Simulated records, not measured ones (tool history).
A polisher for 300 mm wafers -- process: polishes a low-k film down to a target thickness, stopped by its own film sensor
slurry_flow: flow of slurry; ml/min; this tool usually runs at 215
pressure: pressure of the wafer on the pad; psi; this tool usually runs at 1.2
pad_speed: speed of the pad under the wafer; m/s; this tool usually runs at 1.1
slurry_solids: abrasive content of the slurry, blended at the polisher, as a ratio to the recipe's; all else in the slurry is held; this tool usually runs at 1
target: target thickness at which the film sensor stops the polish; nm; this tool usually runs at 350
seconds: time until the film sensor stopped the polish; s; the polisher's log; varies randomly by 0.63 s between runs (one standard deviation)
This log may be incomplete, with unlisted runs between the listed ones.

run,hour,slurry_flow,pressure,pad_speed,slurry_solids,target,wafers since the last listed run,wafers polished on this pad,hours since the slurry nozzle was cleaned,hours since the head pressure was calibrated,hours since the slurry blender was calibrated,hours since the conditioning disc was replaced,"incoming thickness of the incoming film, nm",seconds
1,0,215,1.2,1.1,1,350,0,1756,459.2,1232.1,374.3,367.8,368.8,62.5
# hour 2.2: slurry nozzle cleaned
# hour 14.9: slurry blender recalibrated
# hour 17.3: conditioning disc replaced and pad reconditioned
2,67.8,215,1.2,1.1,1,350,412,2168,65.6,1299.9,52.9,50.5,368.9,62.3
# hour 92.3: worn pad replaced by a new one
3,117.2,215,1.2,1,1,350,297,163,115,1349.3,102.3,99.9,367,59
4,232.3,215,1.2,1.1,1,350,755,918,230.1,1464.4,217.4,215,364.1,45.7
5,278.3,250,1.2,0.88,1,350,301,1220,276.1,1510.4,263.4,261,368.3,69.1
6,307.6,215,1.2,1.1,1,350,192,1413,305.4,1539.7,292.7,290.3,376.1,85.1
# hour 330.3: head pressure recalibrated
# hour 364.4: slurry nozzle cleaned
7,371.9,260,1.2,1.1,1,350,402,1815,7.5,41.6,357,354.6,367.6,59.9
# hour 380.6: conditioning disc replaced and pad reconditioned
# hour 426.1: slurry blender recalibrated
8,440.6,165,1.2,1.1,1,350,424,2240,76.2,110.3,14.5,60,371.8,78
# hour 474.2: worn pad replaced by a new one
9,489.7,155,0.9,1.1,1,350,296,101,125.3,159.4,63.6,109.1,369.4,93.7
10,546.6,215,0.9,1.1,1,350,373,475,182.2,216.3,120.5,166,370.8,97.2
11,580.5,150,0.9,1.1,1,350,222,697,216.1,250.2,154.4,199.9,364.2,68.9
12,648.5,215,1.2,1.1,0.8,350,446,1144,284.1,318.2,222.4,267.9,365,57.4
13,724.9,170,1.1,1.28,1.2,350,501,1645,360.5,394.6,298.8,344.3,375.7,82.2
14,755.4,215,0.9,1.1,1,350,200,1845,391,425.1,329.3,374.8,371.6,96
# hour 801: slurry nozzle cleaned
15,821.3,215,1.2,0.92,0.85,350,425,2271,20.3,491,395.2,440.7,373.3,98.1
# hour 824.6: conditioning disc replaced and pad reconditioned
# hour 855: slurry blender recalibrated
16,867,215,0.9,1.1,1.15,350,273,2545,66,536.7,12,42.4,363.4,56.8
# hour 895.2: worn pad replaced by a new one
17,901.1,215,1.2,0.98,1,350,197,38,100.1,570.8,46.1,76.5,371.1,77.6
18,938.7,215,1.2,1.1,1,350,246,285,137.7,608.4,83.7,114.1,372.3,73.4
19,976.9,280,1.2,0.94,1,350,250,536,175.9,646.6,121.9,152.3,373.3,85.4
20,1015.4,145,1.2,1.1,1,350,252,789,214.4,685.1,160.4,190.8,371.8,79.5
21,1076.2,215,1.2,1.1,1,350,399,1188,275.2,745.9,221.2,251.6,367.5,58.5
22,1102.6,215,1.2,1.1,0.8,346,173,1361,301.6,772.3,247.6,278,374.8,106.2
23,1154,215,1.2,0.88,1.25,346,337,1698,353,823.7,299,329.4,369.6,86.4
# hour 1198.3: conditioning disc replaced and pad reconditioned
# hour 1210.3: slurry nozzle cleaned
24,1220.8,215,1.5,1.1,1,356,418,2117,10.5,890.5,365.8,22.5,366.8,28.4
# hour 1264.8: worn pad replaced by a new one
# hour 1268.3: slurry blender recalibrated
25,1270.6,215,1.2,1.1,1,350,287,24,60.3,940.3,2.3,72.3,373,76.4

For each run, what was the tool's unlogged condition?
removal rate lost through wear of the pad, %: 0 in every run
slurry flow missing at the pad, %: 0 in every run
abrasive missing from the slurry, %: 0 in every run
time polished since the conditioner stopped cutting, s: 0 in every run
H1: deviation of the head's pressure from its setpoint, %
run,H1
1,4.98
2,5.34
3,5.6
4,6.21
5,6.45
6,6.61
7,0.111
8,0.475
9,0.736
10,1.04
11,1.22
12,1.58
13,1.98
14,2.14
15,2.49
16,2.74
17,2.92
18,3.12
19,3.32
20,3.52
21,3.85
22,3.99
23,4.26
24,4.61
25,4.88
